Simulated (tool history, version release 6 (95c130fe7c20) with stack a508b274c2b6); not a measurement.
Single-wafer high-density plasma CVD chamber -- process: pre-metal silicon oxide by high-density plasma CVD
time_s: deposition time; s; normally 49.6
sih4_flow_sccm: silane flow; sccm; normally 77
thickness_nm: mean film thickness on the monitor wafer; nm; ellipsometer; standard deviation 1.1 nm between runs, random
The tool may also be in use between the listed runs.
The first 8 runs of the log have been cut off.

| run | hour | time_s | sih4_flow_sccm | read-back reference wafer on the same gauge, thickness_nm | thickness_nm |
|---|---|---|---|---|---|
| 9 | 478.2 | 49.6 | 77 | 427.712 | 395.882 |
| 10 | 514.1 | 49.6 | 77 | 427.769 | 395.395 |
| 11 | 551.4 | 49.6 | 77 | 427.907 | 393.994 |
| 12 | 586.2 | 49.6 | 82 | 428.213 | 417.85 |
| 13 | 656.6 | 49.6 | 82 | 428.183 | 415.177 |
|  | 664.9 | gauge calibrated |
| 14 | 714.9 | 49.6 | 77 | 427.839 | 393.221 |
| 15 | 742 | 54.2 | 88 | 428.284 | 481.278 |
| 16 | 782.5 | 49.6 | 77 | 427.921 | 395.57 |
| 17 | 817.8 | 49.6 | 77 | 428.193 | 395.817 |
| 18 | 851.6 | 49.6 | 77 | 427.79 | 394.784 |
|  | 869 | silane flow controller replaced |
| 19 | 888.8 | 49.6 | 77 | 428.122 | 394.634 |
| 20 | 913.6 | 49.6 | 77 | 427.733 | 394.385 |
| 21 | 961.5 | 49.6 | 77 | 427.842 | 393.592 |
| 22 | 1004.2 | 44.9 | 66 | 428.247 | 316.786 |
| 23 | 1058.9 | 49.6 | 77 | 428.205 | 396.332 |
| 24 | 1114.6 | 46.7 | 72 | 428.566 | 352.109 |
| 25 | 1180.9 | 49.6 | 70 | 427.66 | 364.799 |
| 26 | 1242.9 | 58.4 | 77 | 428.132 | 463.018 |
| 27 | 1281.6 | 39.8 | 89 | 427.86 | 355.695 |
| 28 | 1324.1 | 44.5 | 71 | 427.723 | 331.435 |
| 29 | 1379.9 | 49.6 | 92 | 427.528 | 458.402 |
| 30 | 1504.6 | 53.6 | 77 | 428.077 | 427.206 |
| 31 | 1566.6 | 52.9 | 89 | 427.91 | 475.949 |
| 32 | 1593.6 | 54.3 | 86 | 427.943 | 472.805 |
| 33 | 1655.5 | 57.5 | 71 | 428.202 | 427.792 |

Run 34, settings as shown, results not yet in. Your forecast:
| 34 | 1681.2 | 49.6 | 67 | ? | ? |

Logged for run 34: read-back reference wafer on the same gauge, thickness_nm 428.399, thickness_nm 353.782 nm.
The same run, on a tool lacking any hidden state, would have yielded thickness_nm 353.782 nm.

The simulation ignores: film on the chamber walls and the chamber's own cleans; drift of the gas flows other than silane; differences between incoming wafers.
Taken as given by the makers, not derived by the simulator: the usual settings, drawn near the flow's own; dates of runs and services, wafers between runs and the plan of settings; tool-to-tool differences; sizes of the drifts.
